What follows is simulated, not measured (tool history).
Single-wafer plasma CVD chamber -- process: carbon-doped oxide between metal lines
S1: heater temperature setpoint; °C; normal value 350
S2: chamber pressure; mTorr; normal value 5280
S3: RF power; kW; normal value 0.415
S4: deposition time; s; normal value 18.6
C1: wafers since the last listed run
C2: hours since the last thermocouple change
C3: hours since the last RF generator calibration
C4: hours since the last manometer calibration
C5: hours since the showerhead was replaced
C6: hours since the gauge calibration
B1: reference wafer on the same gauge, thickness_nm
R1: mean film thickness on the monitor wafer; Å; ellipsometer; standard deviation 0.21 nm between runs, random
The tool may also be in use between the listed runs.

run,hour,S1,S2,S3,S4,C1,C2,C3,C4,C5,C6,B1,R1
1,0.0,350,5280,0.415,18.6,0,2858.0,1669.9,2417.1,6255.9,162.7,99.194,817.62
2,12.3,350,5280,0.445,18.6,332,2870.3,1682.2,2429.4,6268.2,175.0,99.170,869.99
3,24.4,350,5280,0.445,18.6,327,2882.4,1694.3,2441.5,6280.3,187.1,99.217,865.85
4,53.2,350,5280,0.380,20.5,779,2911.2,1723.1,2470.3,6309.1,215.9,99.150,828.99
5,62.3,350,5280,0.380,20.5,246,2920.3,1732.2,2479.4,6318.2,225.0,99.230,829.49
6,75.8,350,5280,0.415,17.2,365,2933.8,1745.7,2492.9,6331.7,238.5,99.229,751.25
7,83.6,350,5280,0.415,17.2,211,2941.6,1753.5,2500.7,6339.5,246.3,99.195,752.09
8,89.7,350,5280,0.415,17.2,165,2947.7,1759.6,2506.8,6345.6,252.4,99.237,752.89
9,104.9,350,4930,0.360,18.6,411,2962.9,1774.8,2522.0,6360.8,267.6,99.233,709.95
10,120.5,350,4930,0.360,18.6,422,2978.5,1790.4,2537.6,6376.4,283.2,99.196,709.09
11,137.1,341,5280,0.415,18.6,449,2995.1,1807.0,2554.2,6393.0,299.8,99.215,829.34
# hour 152.2: capacitance manometer re-zeroed and calibrated
12,152.7,350,5280,0.415,18.6,205,3010.7,1822.6,0.5,6408.6,315.4,99.217,804.80
13,157.7,350,5280,0.415,18.6,135,3015.7,1827.6,5.5,6413.6,320.4,99.227,805.28
14,174.9,350,5280,0.415,18.6,465,3032.9,1844.8,22.7,6430.8,337.6,99.195,802.85
# hour 184.6: RF generator calibrated
# hour 189.7: showerhead replaced
15,190.2,341,5280,0.415,18.6,59,3048.2,5.6,38.0,0.5,352.9,99.223,911.78
16,201.8,350,4070,0.415,18.6,313,3059.8,17.2,49.6,12.1,364.5,99.180,848.58
17,209.4,350,5280,0.445,18.6,205,3067.4,24.8,57.2,19.7,372.1,99.201,934.05
18,220.9,355,4460,0.495,21.6,311,3078.9,36.3,68.7,31.2,383.6,99.166,1118.86
# hour 239.4: thermocouple changed; heater temperature recalibrated
19,254.2,350,5280,0.415,18.6,684,14.8,69.6,102.0,64.5,416.9,99.187,881.81
20,260.4,341,6370,0.340,18.6,167,21.0,75.8,108.2,70.7,423.1,99.187,787.76
# hour 269.2: gauge calibrated
21,273.5,350,5280,0.485,18.6,354,34.1,88.9,121.3,83.8,4.3,99.235,996.50
22,292.0,350,5280,0.445,18.6,500,52.6,107.4,139.8,102.3,22.8,99.236,936.08
23,302.7,350,5280,0.435,18.6,289,63.3,118.1,150.5,113.0,33.5,99.209,919.62
24,313.0,350,5280,0.490,18.6,278,73.6,128.4,160.8,123.3,43.8,99.213,1007.20
25,330.3,360,5660,0.485,19.9,468,90.9,145.7,178.1,140.6,61.1,99.164,1043.89
26,343.3,350,5840,0.415,18.6,351,103.9,158.7,191.1,153.6,74.1,99.179,897.21

Consider 4 possible next runs. They are alternatives, not a sequence: every one starts from the tool as it was left by run 26. What does each give?
A,343.7,350,5280,0.415,18.6,10,104.3,159.1,191.5,154.0,74.5,?,?
B,343.7,361,5280,0.470,22.3,10,104.3,159.1,191.5,154.0,74.5,?,?
C,343.7,350,5280,0.390,17.5,10,104.3,159.1,191.5,154.0,74.5,?,?
D,343.7,350,4070,0.415,20.4,10,104.3,159.1,191.5,154.0,74.5,?,?

run,B1,R1
A,99.202,883.66
B,99.202,1127.78
C,99.202,790.07
D,99.202,928.70
Take away the tool's hidden state, keep each run's random variation, and the runs would have read:
run,R1
A,887.03
B,1131.50
C,793.08
D,932.24

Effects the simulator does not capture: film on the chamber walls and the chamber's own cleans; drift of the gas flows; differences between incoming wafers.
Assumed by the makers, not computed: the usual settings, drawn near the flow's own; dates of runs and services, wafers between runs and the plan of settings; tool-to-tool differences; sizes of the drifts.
